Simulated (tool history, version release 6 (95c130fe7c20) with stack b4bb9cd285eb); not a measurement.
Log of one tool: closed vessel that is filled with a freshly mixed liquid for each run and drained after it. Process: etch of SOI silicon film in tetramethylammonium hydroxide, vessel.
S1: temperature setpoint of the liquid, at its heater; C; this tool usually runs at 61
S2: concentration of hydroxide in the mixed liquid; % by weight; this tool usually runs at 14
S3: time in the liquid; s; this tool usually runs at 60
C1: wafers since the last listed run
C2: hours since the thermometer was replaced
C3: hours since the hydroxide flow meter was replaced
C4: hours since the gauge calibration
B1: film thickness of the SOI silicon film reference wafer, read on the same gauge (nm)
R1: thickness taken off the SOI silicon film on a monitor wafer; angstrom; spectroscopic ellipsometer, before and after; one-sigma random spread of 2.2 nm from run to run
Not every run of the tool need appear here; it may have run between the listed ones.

run 1 hour=0 | S1=58 S2=14 S3=60 | C1=0 C2=212.3 C3=1593.6 C4=207.8 | B1=39.99 | R1=1950.7
run 2 hour=13.7 | S1=58 S2=14 S3=60 | C1=1012 C2=226 C3=1607.3 C4=221.5 | B1=39.99 | R1=1922.8
run 3 hour=44.1 | S1=61 S2=14 S3=60 | C1=2247 C2=256.4 C3=1637.7 C4=251.9 | B1=40 | R1=2292.3
run 4 hour=66.7 | S1=61 S2=14 S3=60 | C1=1671 C2=279 C3=1660.3 C4=274.5 | B1=39.96 | R1=2346.8
run 5 hour=89.2 | S1=61 S2=14 S3=60 | C1=1663 C2=301.5 C3=1682.8 C4=297 | B1=39.99 | R1=2317.7
run 6 hour=119.4 | S1=61 S2=14 S3=60 | C1=2233 C2=331.7 C3=1713 C4=327.2 | B1=39.99 | R1=2276.2
run 7 hour=152.1 | S1=61 S2=14 S3=60 | C1=2417 C2=364.4 C3=1745.7 C4=359.9 | B1=40 | R1=2278.7
run 8 hour=186.4 | S1=57 S2=14 S3=60 | C1=2536 C2=398.7 C3=1780 C4=394.2 | B1=39.98 | R1=1758.6
run 9 hour=221.5 | S1=61 S2=17 S3=60 | C1=2595 C2=433.8 C3=1815.1 C4=429.3 | B1=40.01 | R1=2104.8
run 10 hour=234.5 | S1=61 S2=14 S3=60 | C1=961 C2=446.8 C3=1828.1 C4=442.3 | B1=39.98 | R1=2281.5
run 11 hour=253.7 | S1=61 S2=14 S3=60 | C1=1419 C2=466 C3=1847.3 C4=461.5 | B1=39.98 | R1=2270.7
-- hour=278.6 hydroxide flow meter replaced
run 12 hour=282.4 | S1=63.5 S2=16 S3=60 | C1=2048 C2=494.7 C3=3.8 C4=490.2 | B1=40.01 | R1=2469.9
run 13 hour=308.5 | S1=63.5 S2=16 S3=60 | C1=1929 C2=520.8 C3=29.9 C4=516.3 | B1=39.99 | R1=2488.9
-- hour=327.4 gauge calibrated
run 14 hour=332.4 | S1=63.5 S2=16 S3=60 | C1=1767 C2=544.7 C3=53.8 C4=5 | B1=40.03 | R1=2471.5
run 15 hour=362.5 | S1=61 S2=14 S3=60 | C1=2225 C2=574.8 C3=83.9 C4=35.1 | B1=39.98 | R1=2210.7
run 16 hour=392.9 | S1=61 S2=14 S3=60 | C1=2247 C2=605.2 C3=114.3 C4=65.5 | B1=39.98 | R1=2218.4
run 17 hour=408.3 | S1=56.5 S2=12.5 S3=60 | C1=1138 C2=620.6 C3=129.7 C4=80.9 | B1=39.98 | R1=1710.6
run 18 hour=442.3 | S1=61 S2=14 S3=45 | C1=2513 C2=654.6 C3=163.7 C4=114.9 | B1=39.99 | R1=1644.4
run 19 hour=457 | S1=64 S2=14 S3=60 | C1=1086 C2=669.3 C3=178.4 C4=129.6 | B1=40 | R1=2685.4
run 20 hour=475 | S1=58.5 S2=15 S3=85 | C1=1330 C2=687.3 C3=196.4 C4=147.6 | B1=40.01 | R1=2525.5
run 21 hour=502.2 | S1=65.5 S2=15.5 S3=30 | C1=2011 C2=714.5 C3=223.6 C4=174.8 | B1=40.04 | R1=1365.4
run 22 hour=519.5 | S1=55.5 S2=12 S3=45 | C1=1279 C2=731.8 C3=240.9 C4=192.1 | B1=40.01 | R1=1223.8
-- hour=576.5 thermometer replaced
run 23 hour=615.9 | S1=65 S2=10 S3=45 | C1=7053 C2=39.4 C3=337.3 C4=288.5 | B1=40.04 | R1=2710.4
run 24 hour=643.3 | S1=61 S2=14 S3=60 | C1=2025 C2=66.8 C3=364.7 C4=315.9 | B1=40.02 | R1=2420.5
run 25 hour=657.8 | S1=61 S2=11 S3=60 | C1=1072 C2=81.3 C3=379.2 C4=330.4 | B1=39.99 | R1=2675.7
run 26 hour=670.1 | S1=61 S2=14 S3=60 | C1=909 C2=93.6 C3=391.5 C4=342.7 | B1=40.03 | R1=2379.4
run 27 hour=696.4 | S1=63.5 S2=16 S3=60 | C1=1944 C2=119.9 C3=417.8 C4=369 | B1=40.01 | R1=2619.4
run 28 hour=711.8 | S1=55.5 S2=14 S3=30 | C1=1138 C2=135.3 C3=433.2 C4=384.4 | B1=39.99 | R1=841.1
run 29 hour=729.2 | S1=61 S2=14 S3=60 | C1=1286 C2=152.7 C3=450.6 C4=401.8 | B1=39.99 | R1=2399.5
run 30 hour=752.9 | S1=61 S2=14 S3=60 | C1=1752 C2=176.4 C3=474.3 C4=425.5 | B1=40.01 | R1=2413.2
run 31 hour=769.8 | S1=61 S2=11.5 S3=80 | C1=1249 C2=193.3 C3=491.2 C4=442.4 | B1=39.98 | R1=3406.3
-- hour=789.6 gauge calibrated
run 32 hour=802.7 | S1=61 S2=14 S3=60 | C1=2432 C2=226.2 C3=524.1 C4=13.1 | B1=40.02 | R1=2378.8
run 33 hour=824.2 | S1=63.5 S2=16 S3=60 | C1=1589 C2=247.7 C3=545.6 C4=34.6 | B1=39.98 | R1=2605.8
run 34 hour=853.5 | S1=56 S2=14 S3=95 | C1=2166 C2=277 C3=574.9 C4=63.9 | B1=40.01 | R1=2695.7

Give the tool's hidden conditions for every run:
hydroxide flow above the setpoint (%): 0, the same for each run
gauge reads high (%): 0, the same for each run
H1: liquid colder than its thermometer reads (K)
run=1 H1=0.748
run=2 H1=0.78
run=3 H1=0.851
run=4 H1=0.904
run=5 H1=0.957
run=6 H1=1.03
run=7 H1=1.1
run=8 H1=1.18
run=9 H1=1.27
run=10 H1=1.3
run=11 H1=1.34
run=12 H1=1.41
run=13 H1=1.47
run=14 H1=1.52
run=15 H1=1.59
run=16 H1=1.67
run=17 H1=1.7
run=18 H1=1.78
run=19 H1=1.82
run=20 H1=1.86
run=21 H1=1.92
run=22 H1=1.96
run=23 H1=0.175
run=24 H1=0.239
run=25 H1=0.273
run=26 H1=0.302
run=27 H1=0.363
run=28 H1=0.399
run=29 H1=0.44
run=30 H1=0.495
run=31 H1=0.535
run=32 H1=0.611
run=33 H1=0.662
run=34 H1=0.73
